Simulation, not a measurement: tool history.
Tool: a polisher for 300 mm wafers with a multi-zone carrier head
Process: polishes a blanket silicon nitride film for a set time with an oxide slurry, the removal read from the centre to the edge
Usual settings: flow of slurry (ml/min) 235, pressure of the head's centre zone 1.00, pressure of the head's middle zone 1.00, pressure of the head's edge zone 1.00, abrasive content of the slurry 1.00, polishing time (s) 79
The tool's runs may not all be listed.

run	day	flow of slurry (ml/min)	pressure of the head's centre zone	pressure of the head's middle zone	pressure of the head's edge zone	abrasive content of the slurry	polishing time (s)	incoming thickness of the incoming film, nm	film removed at the wafer's centre (nm)	film removed at mid-radius (nm)	film removed at the wafer's edge (nm)
1	0.000	235	1.00	1.00	1.00	1.00	79	396.5	39.1	38.6	39.8
# day 0.538: edge zone pressure recalibrated
2	0.667	235	1.00	1.08	1.00	1.10	79	395.1	40.2	43.2	41.0
3	2.100	235	1.00	1.08	1.00	1.10	79	399.8	39.1	40.9	39.5
# day 2.650: worn pad replaced by a new one
4	2.754	235	1.00	1.08	1.00	1.10	79	402.6	37.6	38.7	36.2
# day 3.050: carrier head's membrane replaced by a new one
5	3.125	180	1.00	1.00	1.00	1.20	79	405.7	36.0	35.7	36.4
# day 3.571: centre zone pressure recalibrated
6	3.812	235	1.00	1.00	1.00	1.00	79	407.5	35.7	34.9	35.1
# day 4.004: slurry nozzle cleaned
7	4.433	235	1.00	1.00	1.00	1.00	79	396.8	35.6	34.8	35.0
8	4.738	205	1.00	1.09	1.00	1.00	88	394.1	38.8	41.1	39.2
9	5.275	235	0.90	0.88	0.93	1.00	79	397.8	31.4	31.1	34.0
10	5.683	275	1.00	1.00	1.00	1.00	79	406.3	36.0	35.7	34.9
11	6.029	235	1.00	1.00	1.00	1.00	79	402.8	35.3	33.6	34.8
# day 6.462: worn pad replaced by a new one, repeated, since the last time left the tool worse
12	6.600	235	1.00	1.00	1.00	1.00	79	396.5	42.4	41.1	41.6
13	6.992	260	1.00	1.00	0.89	1.00	68	402.9	37.4	36.0	35.2
14	8.862	235	1.00	1.00	1.05	1.00	79	394.4	41.2	41.8	43.5
15	9.562	235	1.00	1.00	1.00	1.00	79	399.2	41.8	41.2	42.9
16	10.021	235	0.92	1.06	1.12	1.00	79	398.5	38.7	43.2	45.1
17	10.342	235	0.89	1.00	1.04	1.00	79	398.8	36.9	40.9	43.4
18	10.888	270	1.00	1.00	1.00	1.25	53	407.6	30.5	29.6	29.6
19	11.367	275	1.00	1.04	1.00	1.00	79	405.3	41.0	43.1	41.2
20	12.108	235	1.00	1.00	1.00	1.00	79	404.8	40.7	40.4	41.1
21	12.700	235	1.00	1.00	1.00	1.10	69	405.3	35.7	35.6	36.6

Some steps in film removed at the wafer's centre (nm) between neighbouring runs. How much of each would the tool show without its hidden state too (settings, what came in, random variation), and how much is left for the hidden state, with any gauge scatter that isn't in both results?
The hidden state here: removal rate lost through wear of the pad, %; slurry flow missing at the pad, %; deviation of the centre zone's pressure from its setpoint, %; deviation of the edge zone's pressure from its setpoint, %.
Run 3 -> 4: worn pad replaced by a new one. film removed at the wafer's centre (nm) -1.5: hidden state -3.2, all else +1.7.
Run 8 -> 9: flow of slurry (ml/min) 205 -> 235, pressure of the head's centre zone 1.00 -> 0.90, pressure of the head's middle zone 1.09 -> 0.88, pressure of the head's edge zone 1.00 -> 0.93, polishing time (s) 88 -> 79. film removed at the wafer's centre (nm) -7.4: hidden state +1.3, all else -8.7.
Run 11 -> 12: worn pad replaced by a new one, repeated, since the last time left the tool worse. film removed at the wafer's centre (nm) +7.1: hidden state +7.2, all else -0.1.
Run 18 -> 19: flow of slurry (ml/min) 270 -> 275, pressure of the head's middle zone 1.00 -> 1.04, abrasive content of the slurry 1.25 -> 1.00, polishing time (s) 53 -> 79. film removed at the wafer's centre (nm) +10.5: hidden state -0.5, all else +11.0.
